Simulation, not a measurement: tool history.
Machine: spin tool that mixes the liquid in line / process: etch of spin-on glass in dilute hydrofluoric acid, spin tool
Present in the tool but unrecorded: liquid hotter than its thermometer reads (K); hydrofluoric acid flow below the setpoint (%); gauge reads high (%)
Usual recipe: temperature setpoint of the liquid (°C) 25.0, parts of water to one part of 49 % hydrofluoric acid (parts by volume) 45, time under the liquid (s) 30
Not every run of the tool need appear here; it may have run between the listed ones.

run     day  temperature setpoint of the liquid (°C)  parts of water to one part of 49 % hydrofluoric acid (parts by volume)  time under the liquid (s)  wafers since the last listed run  hours since the thermometer was replaced  hours since the hydrofluoric acid flow meter was replaced  hours since the gauge calibration  read-back film thickness of the spin-on glass reference wafer, read on the same gauge (nm)  thickness taken off the spin-on glass on a monitor wafer (nm)
  1   0.000                                     25.0                                                                      40                         15                                 0                                      11.0                                                     1496.9                              987.3                                                                                       70.01                                                          28.32
  2   2.225                                     25.0                                                                      30                         30                               920                                      64.4                                                     1550.3                             1040.7                                                                                       69.99                                                          76.05
  3   8.662                                     25.0                                                                      30                         30                              2663                                     218.9                                                     1704.8                             1195.2                                                                                       69.98                                                          76.30
  4   9.750                                     25.0                                                                      45                         30                               449                                     245.0                                                     1730.9                             1221.3                                                                                       70.00                                                          50.58
     12.983  -- thermometer replaced, repeated, since the last time left the tool worse
  5  14.254                                     25.0                                                                      45                         30                              1846                                      30.5                                                     1839.0                             1329.4                                                                                       70.00                                                          46.05
  6  15.321                                     25.0                                                                      45                         30                               441                                      56.1                                                     1864.6                             1355.0                                                                                       69.98                                                          46.39
  7  16.862                                     25.0                                                                      45                         30                               637                                      93.1                                                     1901.6                             1392.0                                                                                       69.99                                                          46.59
  8  18.333                                     25.0                                                                      45                         30                               608                                     128.4                                                     1936.9                             1427.3                                                                                       70.04                                                          47.03
  9  19.733                                     25.0                                                                      45                         30                               579                                     162.0                                                     1970.5                             1460.9                                                                                       69.99                                                          46.00
 10  21.396                                     25.0                                                                      45                         30                               687                                     201.9                                                     2010.4                             1500.8                                                                                       70.02                                                          46.38
     23.675  -- hydrofluoric acid flow meter replaced
 11  24.138                                     22.0                                                                      30                         50                              1117                                     267.7                                                       11.1                             1566.6                                                                                       70.00                                                         105.28
 12  26.308                                     21.0                                                                      45                         30                               898                                     319.8                                                       63.2                             1618.7                                                                                       70.04                                                          39.24
 13  27.471                                     25.0                                                                      45                         30                               480                                     347.7                                                       91.1                             1646.6                                                                                       70.01                                                          46.92
 14  30.396                                     25.0                                                                      45                         30                              1210                                     417.9                                                      161.3                             1716.8                                                                                       70.05                                                          47.43
 15  31.683                                     29.5                                                                      60                         50                               532                                     448.8                                                      192.2                             1747.7                                                                                       70.01                                                          68.74
 16  34.383                                     25.0                                                                      45                         30                              1117                                     513.6                                                      257.0                             1812.5                                                                                       70.00                                                          46.87
 17  35.850                                     25.0                                                                      45                         30                               606                                     548.8                                                      292.2                             1847.7                                                                                       70.01                                                          47.33

The next listed run, before its measurement:
 18  37.517                                     21.5                                                                      40                         35                               689                                     588.8                                                      332.2                             1887.7                                                                                           ?                                                              ?

Run 18 measured read-back film thickness of the spin-on glass reference wafer, read on the same gauge (nm) 69.98, thickness taken off the spin-on glass on a monitor wafer (nm) 54.23.
If the tool had no hidden condition, the same run with the same run-to-run variation would have returned thickness taken off the spin-on glass on a monitor wafer (nm) 52.90.
